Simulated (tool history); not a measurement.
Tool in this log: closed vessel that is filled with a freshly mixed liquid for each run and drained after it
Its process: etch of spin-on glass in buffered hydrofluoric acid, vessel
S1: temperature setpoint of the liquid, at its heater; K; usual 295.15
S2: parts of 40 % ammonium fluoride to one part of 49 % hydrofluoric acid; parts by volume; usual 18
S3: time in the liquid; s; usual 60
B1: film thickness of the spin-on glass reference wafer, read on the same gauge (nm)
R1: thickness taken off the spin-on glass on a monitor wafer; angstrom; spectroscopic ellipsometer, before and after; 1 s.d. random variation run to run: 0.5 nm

run    hour      S1    S2  S3      B1      R1
  1       0  295.15    18  85  150.03  1090.6
  2   105.6  295.15    18  35  150.02   453.4
  3   290.4  295.15    18  35  150.01   445.5
  4   363.9  295.15    18  35  150.02   446.7
  5   413.1  295.15  13.5  60  149.99  1018.2
  6     506  291.65    18  70  150.04   728.9
  7   560.9  291.65    18  70  150.01   729.5
  8   636.5  291.65    18  70  149.98   726.7
      681.7  -- gauge calibrated
  9   684.1  295.15    18  60  150.03   756.4
 10     760  295.15    18  60  150.05   752.3
 11   797.8  295.15  12.5  60  149.99  1084.5
      858.7  -- hydrofluoric acid flow meter replaced
 12   874.9  296.65    18  60  149.99   774.8
 13   915.9  291.65    18  75  150.01   737.5
 14   954.1  290.65    18  60  149.99     553
 15  1054.8  296.65  15.5  40  149.99   592.6
 16    1102  295.15  15.5  35  149.99   471.8
       1114  -- thermometer replaced
     1131.6  -- hydrofluoric acid flow meter replaced, repeated, since the last time left the tool worse
 17  1176.1  295.15  21.5  40  149.97   471.5
 18  1250.2  295.15  21.5  40  150.02   468.1
 19    1289  300.15    13  60  150.01  1479.3
 20  1351.1  295.15    14  90  150.03  1582.6
 21  1452.5  295.15    18  35  149.98   473.2
 22    1539  293.65    12  30  149.98     559
 23  1625.7  295.15  12.5  85  149.99    1658
 24  1726.1  290.65    23  45  150.02   390.6

What if the next run were any one of these 5? Each begins from the tool's condition after run 24:
  A  1726.8  295.15    18  60   ?   ?
  B  1726.8  297.65    18  45   ?   ?
  C  1726.8  292.65    15  75   ?   ?
  D  1726.8  295.15    18  40   ?   ?
  E  1726.8  295.15  14.5  60   ?   ?

run      B1      R1
  A  150.03   814.5
  B  150.03   700.9
  C  150.03  1059.8
  D  150.03     543
  E  150.03  1007.8
With the hidden condition removed and each run's random variation left untouched, the same runs would have given:
run     R1
  A  830.8
  B  714.9
  C   1081
  D  553.9
  E   1028
